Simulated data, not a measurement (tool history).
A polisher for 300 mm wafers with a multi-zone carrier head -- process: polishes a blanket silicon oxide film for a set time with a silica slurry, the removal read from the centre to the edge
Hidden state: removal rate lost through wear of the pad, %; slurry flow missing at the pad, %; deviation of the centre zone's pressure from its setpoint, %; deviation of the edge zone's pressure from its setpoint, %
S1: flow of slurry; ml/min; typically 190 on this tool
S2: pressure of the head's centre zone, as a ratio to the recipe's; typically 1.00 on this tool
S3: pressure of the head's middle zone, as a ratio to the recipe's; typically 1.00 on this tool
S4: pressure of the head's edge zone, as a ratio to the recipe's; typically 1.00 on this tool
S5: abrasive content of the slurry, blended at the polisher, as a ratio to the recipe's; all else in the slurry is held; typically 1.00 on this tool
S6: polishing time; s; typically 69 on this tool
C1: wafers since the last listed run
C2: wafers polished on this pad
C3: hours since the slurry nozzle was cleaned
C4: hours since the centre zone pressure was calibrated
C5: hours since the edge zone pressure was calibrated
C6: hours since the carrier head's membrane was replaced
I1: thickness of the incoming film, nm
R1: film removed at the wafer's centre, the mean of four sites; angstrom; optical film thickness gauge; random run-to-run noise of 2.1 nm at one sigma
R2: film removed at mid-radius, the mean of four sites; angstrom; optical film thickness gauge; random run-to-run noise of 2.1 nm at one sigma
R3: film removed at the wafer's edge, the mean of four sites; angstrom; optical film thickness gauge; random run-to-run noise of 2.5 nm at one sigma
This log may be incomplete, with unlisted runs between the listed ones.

{"run": 1, "day": 0.0, "S1": 190, "S2": 1.0, "S3": 1.0, "S4": 1.0, "S5": 1.0, "S6": 69, "C1": 0, "C2": 216, "C3": 655.7, "C4": 1281.8, "C5": 420.7, "C6": 1288.0, "I1": 878.3, "R1": 2384, "R2": 2471, "R3": 2388}
{"run": 2, "day": 1.958, "S1": 190, "S2": 1.0, "S3": 1.0, "S4": 1.0, "S5": 1.0, "S6": 69, "C1": 363, "C2": 579, "C3": 702.7, "C4": 1328.8, "C5": 467.7, "C6": 1335.0, "I1": 893.0, "R1": 2338, "R2": 2384, "R3": 2382}
{"day": 3.179, "done": "edge zone pressure recalibrated"}
{"run": 3, "day": 4.683, "S1": 190, "S2": 1.0, "S3": 1.0, "S4": 1.0, "S5": 1.0, "S6": 69, "C1": 489, "C2": 1069, "C3": 768.1, "C4": 1394.2, "C5": 36.1, "C6": 1400.4, "I1": 882.6, "R1": 2283, "R2": 2386, "R3": 2328}
{"day": 5.721, "done": "worn pad replaced by a new one"}
{"run": 4, "day": 6.546, "S1": 190, "S2": 1.0, "S3": 1.0, "S4": 1.0, "S5": 1.0, "S6": 69, "C1": 314, "C2": 153, "C3": 812.8, "C4": 1438.9, "C5": 80.8, "C6": 1445.1, "I1": 875.5, "R1": 2403, "R2": 2478, "R3": 2399}
{"run": 5, "day": 9.192, "S1": 190, "S2": 1.0, "S3": 1.0, "S4": 1.0, "S5": 1.0, "S6": 69, "C1": 490, "C2": 643, "C3": 876.3, "C4": 1502.4, "C5": 144.3, "C6": 1508.6, "I1": 866.0, "R1": 2376, "R2": 2386, "R3": 2335}
{"run": 6, "day": 10.888, "S1": 190, "S2": 1.0, "S3": 1.0, "S4": 1.0, "S5": 1.0, "S6": 69, "C1": 314, "C2": 957, "C3": 917.0, "C4": 1543.1, "C5": 185.0, "C6": 1549.3, "I1": 874.2, "R1": 2293, "R2": 2353, "R3": 2321}
{"day": 11.121, "done": "worn pad replaced by a new one"}
{"run": 7, "day": 12.775, "S1": 190, "S2": 1.0, "S3": 1.0, "S4": 1.0, "S5": 1.0, "S6": 69, "C1": 319, "C2": 307, "C3": 962.3, "C4": 1588.4, "C5": 230.3, "C6": 1594.6, "I1": 879.5, "R1": 2359, "R2": 2461, "R3": 2359}
{"day": 13.062, "done": "slurry nozzle cleaned"}
{"run": 8, "day": 13.962, "S1": 220, "S2": 1.0, "S3": 1.12, "S4": 1.0, "S5": 1.0, "S6": 69, "C1": 212, "C2": 519, "C3": 21.6, "C4": 1616.9, "C5": 258.8, "C6": 1623.1, "I1": 887.7, "R1": 2410, "R2": 2685, "R3": 2375}
{"day": 15.946, "done": "centre zone pressure recalibrated"}
{"run": 9, "day": 16.083, "S1": 190, "S2": 1.0, "S3": 1.0, "S4": 1.0, "S5": 1.0, "S6": 69, "C1": 377, "C2": 897, "C3": 72.5, "C4": 3.3, "C5": 309.7, "C6": 1674.0, "I1": 863.4, "R1": 2325, "R2": 2372, "R3": 2325}
{"day": 16.317, "done": "worn pad replaced by a new one"}
{"day": 18.338, "done": "carrier head's membrane replaced by a new one"}
{"run": 10, "day": 18.821, "S1": 190, "S2": 1.0, "S3": 1.0, "S4": 1.1, "S5": 0.9, "S6": 69, "C1": 437, "C2": 425, "C3": 138.2, "C4": 69.0, "C5": 375.4, "C6": 11.6, "I1": 883.1, "R1": 2325, "R2": 2353, "R3": 2381}
{"day": 19.025, "done": "edge zone pressure recalibrated"}
{"run": 11, "day": 20.829, "S1": 190, "S2": 1.0, "S3": 1.11, "S4": 1.0, "S5": 1.0, "S6": 69, "C1": 356, "C2": 782, "C3": 186.4, "C4": 117.2, "C5": 43.3, "C6": 59.8, "I1": 883.6, "R1": 2346, "R2": 2557, "R3": 2312}
{"run": 12, "day": 21.892, "S1": 190, "S2": 1.0, "S3": 0.9, "S4": 1.0, "S5": 1.2, "S6": 69, "C1": 196, "C2": 979, "C3": 211.9, "C4": 142.7, "C5": 68.8, "C6": 85.3, "I1": 897.0, "R1": 2430, "R2": 2292, "R3": 2438}
{"day": 22.6, "done": "worn pad replaced by a new one"}
{"run": 13, "day": 23.379, "S1": 190, "S2": 1.0, "S3": 1.0, "S4": 0.93, "S5": 1.0, "S6": 69, "C1": 244, "C2": 144, "C3": 247.6, "C4": 178.4, "C5": 104.5, "C6": 121.0, "I1": 883.2, "R1": 2408, "R2": 2445, "R3": 2336}
{"run": 14, "day": 24.658, "S1": 190, "S2": 1.0, "S3": 1.0, "S4": 0.97, "S5": 1.2, "S6": 88, "C1": 237, "C2": 381, "C3": 278.3, "C4": 209.1, "C5": 135.2, "C6": 151.7, "I1": 882.1, "R1": 3221, "R2": 3261, "R3": 3109}
{"run": 15, "day": 26.592, "S1": 190, "S2": 1.0, "S3": 1.0, "S4": 1.09, "S5": 1.0, "S6": 69, "C1": 358, "C2": 740, "C3": 324.7, "C4": 255.5, "C5": 181.6, "C6": 198.1, "I1": 881.4, "R1": 2356, "R2": 2400, "R3": 2462}

List, for all runs, the conditions of the tool that the log does not record:
slurry flow missing at the pad, %: 0, the same for each run
deviation of the centre zone's pressure from its setpoint, %: 0, the same for each run
deviation of the edge zone's pressure from its setpoint, %: 0, the same for each run
H1: removal rate lost through wear of the pad, %
run=1 H1=1.17
run=2 H1=2.77
run=3 H1=4.99
run=4 H1=1.03
run=5 H1=3.19
run=6 H1=4.58
run=7 H1=2.13
run=8 H1=3.1
run=9 H1=4.84
run=10 H1=2.75
run=11 H1=4.4
run=12 H1=5.26
run=13 H1=0.67
run=14 H1=1.72
run=15 H1=3.3
